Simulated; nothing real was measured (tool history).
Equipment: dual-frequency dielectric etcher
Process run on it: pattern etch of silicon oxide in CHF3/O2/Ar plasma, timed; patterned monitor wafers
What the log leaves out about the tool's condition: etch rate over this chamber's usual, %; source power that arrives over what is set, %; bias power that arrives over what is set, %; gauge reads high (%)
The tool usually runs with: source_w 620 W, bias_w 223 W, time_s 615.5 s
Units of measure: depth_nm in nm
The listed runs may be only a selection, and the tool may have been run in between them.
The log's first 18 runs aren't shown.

run,hour,source_w,bias_w,time_s,wafers since the last listed run,hours since the last wet clean,hours since the last source power generator calibration,hours since the last bias power generator calibration,hours since the last upper electrode change,hours since the gauge calibration,"read-back reference wafer on the same gauge, depth_nm",depth_nm
19,980.8,620,223,615.5,232,153.1,1732.9,332.0,369.0,87.9,1010.1,1219.2
20,1040.2,520,258,552.0,230,212.5,1792.3,391.4,428.4,147.3,1009.9,1070.6
21,1074.9,620,223,615.5,134,247.2,1827.0,426.1,463.1,182.0,1010.3,1222.5
# hour 1132.6: source power generator calibrated
22,1235.8,740,223,615.5,607,408.1,103.2,587.0,624.0,342.9,1010.0,1348.1
# hour 1263.5: wet clean of the chamber
23,1351.0,620,223,615.5,353,87.5,218.4,702.2,739.2,458.1,1010.2,1228.4
24,1401.8,620,244,472.5,196,138.3,269.2,753.0,790.0,508.9,1010.2,977.5
25,1433.9,680,173,549.0,124,170.4,301.3,785.1,822.1,541.0,1009.8,1024.1
26,1491.5,670,201,615.5,223,228.0,358.9,842.7,879.7,598.6,1009.9,1217.3
27,1518.5,620,223,615.5,104,255.0,385.9,869.7,906.7,625.6,1010.0,1232.6
28,1559.1,580,190,750.0,157,295.6,426.5,910.3,947.3,666.2,1010.2,1351.2
29,1600.7,500,223,615.5,161,337.2,468.1,951.9,988.9,707.8,1009.9,1103.3
30,1643.4,620,223,479.0,165,379.9,510.8,994.6,1031.6,750.5,1009.2,963.7

3 ways to go on from here, each from the tool as it stands after run 30. What would each give?
A,1644.0,620,200,615.5,2,380.5,511.4,995.2,1032.2,751.1,?,?
B,1644.0,580,256,543.5,2,380.5,511.4,995.2,1032.2,751.1,?,?
C,1644.0,530,254,615.5,2,380.5,511.4,995.2,1032.2,751.1,?,?

run,"read-back reference wafer on the same gauge, depth_nm",depth_nm
A,1009.9,1177.6
B,1009.9,1124.7
C,1009.9,1210.9
Stripped of hidden state, with their random variation kept, the same runs would have yielded:
run,depth_nm
A,1148.0
B,1095.5
C,1179.3
